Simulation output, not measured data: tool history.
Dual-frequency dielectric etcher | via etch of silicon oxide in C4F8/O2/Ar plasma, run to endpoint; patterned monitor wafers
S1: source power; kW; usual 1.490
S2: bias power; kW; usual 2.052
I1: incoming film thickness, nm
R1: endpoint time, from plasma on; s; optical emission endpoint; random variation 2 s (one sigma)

Run 1, hour 0.0: usual settings; I1 1395.4. Result: R1 290.5 s.
At hour 26.6: upper electrode replaced.
At hour 50.7: wet clean of the chamber.
Run 2, hour 51.2: usual settings; I1 1404.7. Result: R1 324.6 s.
Run 3, hour 51.6: usual settings; I1 1409.9. Result: R1 324.6 s.
Run 4, hour 52.0: usual settings; I1 1408.8. Result: R1 323.3 s.
Run 5, hour 52.4: usual settings; I1 1390.5. Result: R1 316.9 s.
Run 6, hour 56.8: usual settings; I1 1408.2. Result: R1 325.7 s.
Run 7, hour 65.4: usual settings; I1 1401.2. Result: R1 323.6 s.
Run 8, hour 79.3: usual settings but S1 1.710 kW, S2 1.682 kW; I1 1400.6. Result: R1 312.3 s.
Run 9, hour 94.1: usual settings but S1 1.710 kW, S2 1.682 kW; I1 1402.7. Result: R1 309.8 s.
At hour 126.6: wet clean of the chamber, repeated, since the last time left the tool worse.
Run 10, hour 127.1: usual settings but S1 1.710 kW, S2 1.682 kW; I1 1401.5. Result: R1 283.7 s.
Run 11, hour 127.5: usual settings but S2 2.313 kW; I1 1410.0. Result: R1 296.0 s.
Run 12, hour 134.2: usual settings but S1 1.220 kW, S2 2.513 kW; I1 1390.1. Result: R1 313.5 s.
Run 13, hour 150.6: usual settings; I1 1408.5. Result: R1 299.7 s.
Run 14, hour 164.1: usual settings but S1 1.690 kW, S2 1.584 kW; I1 1405.2. Result: R1 291.2 s.
At hour 178.8: bias power generator calibrated.
Run 15, hour 179.4: usual settings but S1 1.290 kW, S2 1.916 kW; I1 1406.1. Result: R1 320.4 s.
Run 16, hour 188.8: usual settings; I1 1411.7. Result: R1 299.6 s.
Run 17, hour 201.3: usual settings; I1 1419.0. Result: R1 301.1 s.
Run 18, hour 210.8: usual settings but S1 1.660 kW, S2 1.757 kW; I1 1416.7. Result: R1 291.9 s.
Run 19, hour 217.2: usual settings; I1 1409.8. Result: R1 297.5 s.
Run 20, hour 223.7: usual settings but S1 1.310 kW, S2 2.463 kW; I1 1404.9. Result: R1 303.8 s.
At hour 233.4: source power generator calibrated.
Run 21, hour 233.9: usual settings; I1 1409.8. Result: R1 297.4 s.
Run 22, hour 246.8: usual settings but S1 1.300 kW, S2 2.301 kW; I1 1406.8. Result: R1 311.6 s.
Run 23, hour 260.9: usual settings; I1 1412.1. Result: R1 298.2 s.
Run 24, hour 272.4: usual settings; I1 1400.1. Result: R1 298.2 s.
Run 25, hour 288.1: usual settings but S1 1.250 kW, S2 1.643 kW; I1 1411.7. Result: R1 335.4 s.
Run 26, hour 296.2: usual settings; I1 1401.9. Result: R1 296.6 s.
Run 27, hour 308.9: usual settings; I1 1412.1. Result: R1 298.6 s.
Run 28, hour 318.3: usual settings but S1 1.290 kW; I1 1426.1. Result: R1 318.9 s.
Run 29, hour 326.6: usual settings but S2 2.204 kW; I1 1416.6. Result: R1 295.5 s.
Run 30, hour 337.1: usual settings but S1 1.750 kW, S2 1.628 kW; I1 1399.6. Result: R1 281.5 s.
Run 31, hour 344.0: usual settings but S1 1.350 kW, S2 1.623 kW; I1 1398.3. Result: R1 317.0 s.
Run 32, hour 352.7: usual settings but S2 2.304 kW; I1 1418.2. Result: R1 293.2 s.
Run 33, hour 359.2: usual settings; I1 1399.2. Result: R1 292.2 s.
Run 34, hour 374.8: usual settings but S2 2.481 kW; I1 1392.2. Result: R1 284.4 s.

5 ways to go on from here, each from the tool as it stands after run 34. What would each give?
Run A, hour 375.3: usual settings; I1 1396.0. Result: R1 ?.
Run B, hour 375.3: usual settings but S1 1.150 kW, S2 2.524 kW; I1 1396.0. Result: R1 ?.
Run C, hour 375.3: usual settings but S1 1.750 kW; I1 1396.0. Result: R1 ?.
Run D, hour 375.3: usual settings but S1 1.380 kW, S2 1.553 kW; I1 1396.0. Result: R1 ?.
Run E, hour 375.3: usual settings but S2 1.759 kW; I1 1396.0. Result: R1 ?.

run     R1
  A  292.5
  B  319.3
  C  271.9
  D  314.7
  E  298.9
Without the tool's hidden state the same runs would have given:
run     R1
  A  298.1
  B  325.4
  C  277.1
  D  320.7
  E  304.6
